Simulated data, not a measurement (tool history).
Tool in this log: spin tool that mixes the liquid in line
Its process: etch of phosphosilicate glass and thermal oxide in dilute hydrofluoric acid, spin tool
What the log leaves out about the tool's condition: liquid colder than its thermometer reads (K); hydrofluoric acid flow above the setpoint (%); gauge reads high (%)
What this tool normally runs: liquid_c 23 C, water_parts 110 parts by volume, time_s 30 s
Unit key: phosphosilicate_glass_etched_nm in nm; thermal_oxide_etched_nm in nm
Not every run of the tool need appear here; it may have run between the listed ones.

run,day,liquid_c,water_parts,time_s,wafers since the last listed run,hours since the thermometer was replaced,hours since the hydrofluoric acid flow meter was replaced,hours since the gauge calibration,"read-back film thickness of the phosphosilicate glass reference wafer, read on the same gauge (nm)","read-back film thickness of the thermal oxide reference wafer, read on the same gauge (nm)",phosphosilicate_glass_etched_nm,thermal_oxide_etched_nm
1,0,23,125,30,0,2462.6,348.6,46.2,49.99,79.995,20.64,0.956
2,0.8,23,110,20,303,2481.8,367.8,65.4,49.98,80.01,15.78,0.747
3,1.675,23,110,20,332,2502.8,388.8,86.4,49.98,80.02,15.88,0.773
4,3.246,23,110,20,596,2540.5,426.5,124.1,49.97,79.998,16.09,0.74
5,4.042,24,110,30,302,2559.6,445.6,143.2,49.99,80.015,24.85,1.153
6,5.271,23,70,45,466,2589.1,475.1,172.7,49.99,80.012,59.37,2.731
# day 6.075: thermometer replaced
7,6.317,25,140,40,381,5.8,500.2,197.8,50,80.025,25.1,1.168
8,7.25,18.5,130,40,354,28.2,522.6,220.2,50.03,79.995,20.81,1.005
9,7.896,25,65,15,245,43.7,538.1,235.7,50.01,79.983,22.15,1.073
# day 8.75: hydrofluoric acid flow meter replaced
10,11.208,23,140,30,1242,123.2,59,315.2,50.03,79.997,17.23,0.87
11,12.871,20,110,30,631,163.1,98.9,355.1,49.99,80.001,19.91,0.942
12,13.746,23,110,30,332,184.1,119.9,376.1,49.99,80.042,22.63,1.092
13,14.55,18,160,15,305,203.4,139.2,395.4,49.98,80.01,6,0.274
# day 16.412: thermometer replaced, repeated, since the last time left the tool worse
14,17.092,25,110,30,949,16.3,200.2,456.4,49.97,79.973,27.43,1.369
15,18.225,23,70,30,430,43.5,227.4,483.6,50.01,79.984,42.37,1.91
16,19.058,27,110,45,316,63.5,247.4,503.6,49.98,80.001,45.28,2.15
17,20.488,18.5,110,15,542,97.8,281.7,537.9,50.01,80.027,10.54,0.474
18,21.379,23,165,30,338,119.2,303.1,559.3,49.96,79.996,15.97,0.776
19,22.525,27,110,40,435,146.7,330.6,586.8,50.03,79.998,39.85,2.015
20,23.725,18.5,110,30,455,175.5,359.4,615.6,50.01,80.003,21.6,1
21,24.321,23,110,30,226,189.8,373.7,629.9,50,79.997,25.36,1.277
22,25.492,23,110,30,444,217.9,401.8,658,49.95,80.006,25.51,1.196
23,26.329,26,85,20,318,238,421.9,678.1,50,80.013,25.58,1.219
24,27.754,26.5,85,15,541,272.2,456.1,712.3,49.99,79.982,19.93,0.921
25,28.346,23,110,30,224,286.4,470.3,726.5,50.02,80.038,25.8,1.176
# day 28.558: gauge calibrated
26,29.475,28,85,20,428,313.5,497.4,22,49.98,80.021,27.69,1.37

What the log doesn't show, run by run:
hydrofluoric acid flow above the setpoint (%): 0 across all the runs
gauge reads high (%): 0 across all the runs
H1: liquid colder than its thermometer reads (K)
run,H1
1,1.94
2,1.95
3,1.97
4,2
5,2.01
6,2.04
7,3.06
8,3.08
9,3.09
10,3.15
11,3.18
12,3.2
13,3.22
14,0.043
15,0.0643
16,0.0799
17,0.107
18,0.123
19,0.145
20,0.167
21,0.179
22,0.201
23,0.216
24,0.243
25,0.254
26,0.275

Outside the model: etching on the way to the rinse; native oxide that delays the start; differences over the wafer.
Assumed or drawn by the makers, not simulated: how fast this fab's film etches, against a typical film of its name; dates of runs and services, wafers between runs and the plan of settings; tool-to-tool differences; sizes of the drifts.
